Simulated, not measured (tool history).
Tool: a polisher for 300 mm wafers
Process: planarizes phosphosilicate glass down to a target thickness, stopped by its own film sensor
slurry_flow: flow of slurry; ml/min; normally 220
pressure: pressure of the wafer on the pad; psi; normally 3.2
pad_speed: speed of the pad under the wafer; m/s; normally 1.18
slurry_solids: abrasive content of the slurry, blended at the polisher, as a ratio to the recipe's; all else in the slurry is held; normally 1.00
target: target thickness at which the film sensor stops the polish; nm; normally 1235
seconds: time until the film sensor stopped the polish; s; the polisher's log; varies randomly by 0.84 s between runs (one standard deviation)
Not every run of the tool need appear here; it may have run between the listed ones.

run	hour	slurry_flow	pressure	pad_speed	slurry_solids	target	incoming thickness of the incoming film, nm	seconds
1	0.0	220	3.2	1.18	1.00	1235	2157.5	101.6
2	15.9	220	3.2	1.18	1.00	1235	2105.7	99.9
# hour 20.6: conditioning disc replaced and pad reconditioned
3	24.2	220	3.2	1.18	1.00	1235	2179.8	108.2
# hour 32.5: slurry blender recalibrated
4	39.5	220	3.2	1.32	1.00	1235	2167.8	86.1
5	48.8	220	3.2	1.32	1.00	1235	2128.9	84.1
6	63.4	220	3.2	1.32	1.00	1235	2143.7	86.3
# hour 78.3: worn pad replaced by a new one
7	78.8	220	2.9	1.18	1.00	1137	2187.6	114.6
8	92.3	220	3.2	1.42	1.00	1235	2148.4	83.1
# hour 103.8: head pressure recalibrated
9	104.3	220	3.2	1.42	1.00	1235	2139.3	83.0
10	110.3	220	3.2	1.42	1.00	1235	2154.7	83.5
11	127.4	220	3.2	1.18	1.00	1235	2195.3	100.9
12	136.0	220	3.2	1.18	1.00	1484	2135.2	69.1
13	147.2	190	3.6	1.42	1.10	1235	2176.6	78.4
# hour 156.7: worn pad replaced by a new one
# hour 184.2: conditioning disc replaced and pad reconditioned
14	184.7	220	3.2	1.18	1.00	1235	2174.7	105.3
# hour 186.6: slurry nozzle cleaned
# hour 187.8: slurry blender recalibrated
15	192.4	220	3.2	1.32	1.00	1235	2160.8	85.7
16	198.6	180	3.8	1.18	0.90	1235	2120.5	87.9
17	207.5	220	4.0	1.18	1.00	1235	2127.3	78.1
18	213.6	220	3.2	1.36	0.80	1235	2147.6	96.4
19	222.6	190	3.7	1.18	1.25	1235	2116.9	72.4
# hour 228.1: worn pad replaced by a new one
20	229.5	220	3.2	1.42	1.00	1235	2150.6	81.3
21	241.4	220	2.3	1.46	1.00	1235	2127.6	94.6
22	255.5	220	3.2	1.18	1.25	1351	2142.5	71.7

Give the tool's hidden conditions for every run:
removal rate lost through wear of the pad, %: 0 across all the runs
slurry flow missing at the pad, %: 0 across all the runs
deviation of the head's pressure from its setpoint, %: 0 across all the runs
time polished since the conditioner stopped cutting, s: 0 across all the runs
H1: abrasive missing from the slurry, %
run	H1
1	14.4
2	17.1
3	18.7
4	0.806
5	0.928
6	1.31
7	1.98
8	2.78
9	3.67
10	4.17
11	5.83
12	6.79
13	8.16
14	13.8
15	0.257
16	0.311
17	0.464
18	0.62
19	0.926
20	1.22
21	1.86
22	2.82
